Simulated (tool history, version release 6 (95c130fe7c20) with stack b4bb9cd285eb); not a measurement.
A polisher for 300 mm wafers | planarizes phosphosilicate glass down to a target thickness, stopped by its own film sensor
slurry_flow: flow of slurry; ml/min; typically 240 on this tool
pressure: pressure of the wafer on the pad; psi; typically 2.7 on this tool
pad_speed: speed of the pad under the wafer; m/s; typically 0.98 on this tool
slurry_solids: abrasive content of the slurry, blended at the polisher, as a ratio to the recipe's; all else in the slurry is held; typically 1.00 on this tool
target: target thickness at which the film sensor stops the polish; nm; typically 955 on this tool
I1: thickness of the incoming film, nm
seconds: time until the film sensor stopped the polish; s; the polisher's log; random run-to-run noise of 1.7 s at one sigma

Run 1, day 0.000: usual settings but slurry_solids 0.85; I1 1906.6. Result: seconds 114.6 s.
Run 2, day 3.158: usual settings; I1 1887.0. Result: seconds 105.8 s.
Run 3, day 6.150: usual settings; I1 1862.7. Result: seconds 104.7 s.
Run 4, day 8.838: usual settings; I1 1923.1. Result: seconds 117.1 s.
Run 5, day 11.383: usual settings but slurry_flow 205 ml/min, pressure 2.0 psi, slurry_solids 1.20; I1 1887.8. Result: seconds 120.7 s.
Run 6, day 15.508: usual settings but pad_speed 1.14 m/s, target 1206 nm; I1 1894.4. Result: seconds 75.6 s.
Run 7, day 19.021: usual settings but slurry_flow 190 ml/min, pressure 3.3 psi; I1 1898.0. Result: seconds 102.9 s.
Run 8, day 20.671: usual settings but pad_speed 1.24 m/s, slurry_solids 1.25; I1 1903.8. Result: seconds 91.1 s.
Run 9, day 25.067: usual settings but slurry_flow 320 ml/min, pressure 2.2 psi, pad_speed 0.66 m/s; I1 1895.9. Result: seconds 137.8 s.
Run 10, day 27.154: usual settings; I1 1881.0. Result: seconds 107.6 s.
Run 11, day 29.379: usual settings but pressure 3.0 psi, target 833 nm; I1 1875.4. Result: seconds 113.8 s.
Run 12, day 32.342: usual settings but slurry_flow 160 ml/min; I1 1926.3. Result: seconds 113.7 s.
Run 13, day 34.971: usual settings but slurry_solids 1.25; I1 1927.7. Result: seconds 101.5 s.
Run 14, day 38.942: usual settings; I1 1893.5. Result: seconds 103.5 s.
Run 15, day 41.412: usual settings but pad_speed 1.26 m/s, target 1095 nm; I1 1930.8. Result: seconds 88.8 s.
Run 16, day 43.329: usual settings but pressure 2.2 psi, slurry_solids 0.90; I1 1868.3. Result: seconds 127.1 s.
Run 17, day 45.496: usual settings but pressure 3.1 psi, slurry_solids 1.15; I1 1919.1. Result: seconds 97.7 s.
Run 18, day 48.129: usual settings but slurry_solids 0.80; I1 1927.3. Result: seconds 127.9 s.
Run 19, day 52.450: usual settings but pressure 2.3 psi, pad_speed 0.66 m/s, target 1098 nm; I1 1899.2. Result: seconds 119.6 s.
Run 20, day 56.525: usual settings; I1 1894.8. Result: seconds 111.2 s.
Run 21, day 60.642: usual settings but slurry_flow 210 ml/min, pressure 2.2 psi, pad_speed 1.20 m/s; I1 1922.6. Result: seconds 111.1 s.
Run 22, day 64.392: usual settings but pressure 3.6 psi, pad_speed 1.12 m/s; I1 1869.2. Result: seconds 82.0 s.
Run 23, day 67.546: usual settings but slurry_flow 170 ml/min, pad_speed 1.08 m/s; I1 1898.9. Result: seconds 112.0 s.
Run 24, day 70.483: usual settings but slurry_solids 0.75; I1 1895.4. Result: seconds 124.7 s.
Run 25, day 74.508: usual settings; I1 1895.4. Result: seconds 110.7 s.

Removed from this log: 14 entries logged between the listed runs. Between which two listed runs does each belong, and how does the tool's hidden state at the listed run before it compare with that at the listed run after it?
After run 2, before run 3: conditioning disc replaced and pad reconditioned (day 4.238)
  deviation of the head's pressure from its setpoint, %: 9.16 -> 11
  measured result minus the result with no hidden state, seconds: -5.5 -> -6.7 s
After run 3, before run 4: worn pad replaced by a new one (day 7.412); head pressure recalibrated (day 8.671); slurry blender recalibrated (day 8.733)
  deviation of the head's pressure from its setpoint, %: 11 -> -0.373
  measured result minus the result with no hidden state, seconds: -6.7 -> +0.3 s
After run 8, before run 9: slurry nozzle cleaned (day 22.079)
  deviation of the head's pressure from its setpoint, %: 1.95 -> 3.97
  measured result minus the result with no hidden state, seconds: -1.1 -> -3.1 s
After run 10, before run 11: conditioning disc replaced and pad reconditioned (day 29.262)
  deviation of the head's pressure from its setpoint, %: 5.15 -> 6.56
  measured result minus the result with no hidden state, seconds: -3.2 -> -4.3 s
After run 12, before run 13: slurry blender recalibrated (day 33.604)
  deviation of the head's pressure from its setpoint, %: 8.68 -> 10.8
  measured result minus the result with no hidden state, seconds: -5.7 -> -6.3 s
After run 13, before run 14: worn pad replaced by a new one (day 38.462)
  deviation of the head's pressure from its setpoint, %: 10.8 -> 14.4
  measured result minus the result with no hidden state, seconds: -6.3 -> -8.6 s
After run 14, before run 15: head pressure recalibrated (day 39.888)
  deviation of the head's pressure from its setpoint, %: 14.4 -> 0.373
  measured result minus the result with no hidden state, seconds: -8.6 -> -0.2 s
After run 18, before run 19: slurry nozzle cleaned (day 49.333)
  deviation of the head's pressure from its setpoint, %: 1.43 -> 2.89
  measured result minus the result with no hidden state, seconds: -1.1 -> -2.0 s
After run 20, before run 21: conditioning disc replaced and pad reconditioned (day 57.875)
  deviation of the head's pressure from its setpoint, %: 4.81 -> 7.3
  measured result minus the result with no hidden state, seconds: -3.1 -> -4.7 s
After run 21, before run 22: slurry blender recalibrated (day 62.404); worn pad replaced by a new one (day 64.279)
  deviation of the head's pressure from its setpoint, %: 7.3 -> 10
  measured result minus the result with no hidden state, seconds: -4.7 -> -4.8 s
After run 22, before run 23: head pressure recalibrated (day 67.525)
  deviation of the head's pressure from its setpoint, %: 10 -> -1.01
  measured result minus the result with no hidden state, seconds: -4.8 -> +0.6 s
